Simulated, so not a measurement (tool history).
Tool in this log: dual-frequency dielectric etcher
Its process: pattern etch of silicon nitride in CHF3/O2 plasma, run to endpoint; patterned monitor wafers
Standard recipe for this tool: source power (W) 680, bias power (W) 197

run,hour,source power (W),bias power (W),"incoming incoming film thickness, nm",endpoint time (s)
1,0.0,680,197,72.4,41.6
2,84.5,680,197,72.7,41.7
3,191.9,620,187,72.0,44.7
4,290.5,680,197,71.8,41.6
5,330.0,680,197,71.5,41.4
6,389.7,680,197,71.8,41.8
# hour 419.4: upper electrode replaced
# hour 446.6: wet clean of the chamber
7,482.6,680,197,72.0,41.2
8,549.1,680,197,71.9,41.1
9,597.9,640,149,72.7,48.4
10,705.7,820,150,72.3,42.4
11,797.2,630,151,72.6,48.8
# hour 816.8: source power generator calibrated
# hour 839.5: bias power generator calibrated
12,840.0,740,175,72.1,42.6
13,895.6,680,197,72.0,42.4
14,944.6,740,175,71.9,42.6
15,989.9,800,197,72.2,39.3
16,1055.7,780,211,71.6,38.2

For each run, what was the tool's unlogged condition?
source power that arrives over what is set, %: 0 on each run
H1: etch rate over this chamber's usual, %
H2: bias power that arrives over what is set, %
run,H1,H2
1,-0.599,1.73
2,-1.02,1.97
3,-1.55,2.3
4,-2.04,2.62
5,-2.23,2.76
6,-2.53,2.97
7,-0.618,3.31
8,-0.947,3.57
9,-1.19,3.76
10,-1.72,4.21
11,-2.18,4.61
12,-2.39,0.494
13,-2.66,0.497
14,-2.91,0.505
15,-3.13,0.517
16,-3.46,0.542
